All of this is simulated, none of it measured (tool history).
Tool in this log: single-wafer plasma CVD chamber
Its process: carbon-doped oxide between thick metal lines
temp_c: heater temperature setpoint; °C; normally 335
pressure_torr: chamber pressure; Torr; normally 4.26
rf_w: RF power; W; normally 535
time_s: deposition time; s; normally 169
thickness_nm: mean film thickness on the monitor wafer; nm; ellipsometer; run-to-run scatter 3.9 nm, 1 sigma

run,day,temp_c,pressure_torr,rf_w,time_s,"read-back reference wafer on the same gauge, thickness_nm",thickness_nm
1,0,335,4.26,535,169,1134.982,925.84
2,2.033,335,4.26,575,169,1138.047,976.684
3,4.179,335,4.26,575,169,1134.475,970.947
# day 4.717: RF generator calibrated
4,6.775,335,4.26,575,169,1136.841,1018.609
5,8.142,335,4.26,535,169,1135.042,961.122
6,10.417,335,4.26,535,157,1137.633,891.648
7,12.879,335,4.26,535,157,1136.157,892.735
# day 13.35: thermocouple changed; heater temperature recalibrated
8,14.942,335,4.26,535,169,1135.514,953.925
9,16.258,343,4.26,500,169,1136.798,875.921
10,17.838,326,4.26,535,169,1137.91,987.156
# day 21.062: capacitance manometer re-zeroed and calibrated
11,21.083,335,3.49,535,169,1136.772,917.204
# day 22.133: gauge calibrated
12,22.442,335,4.26,475,193,1137.161,971.433
13,25.417,335,3.35,535,169,1136.868,905.128
14,28.021,335,3.89,610,169,1136.359,1035.814
15,29.158,326,5.22,480,139,1134.153,761.773
16,31.975,335,4.26,535,169,1136.56,936.35
# day 33.267: showerhead replaced
17,34.329,342,3.8,535,169,1133.006,889.673

Expected results for the next run?
18,36.783,335,4.26,570,169,?,?

Run 18 yielded read-back reference wafer on the same gauge, thickness_nm 1135.009, thickness_nm 980.734 nm.
Had the tool carried no hidden state, the very same run would have given thickness_nm 1012.964 nm.
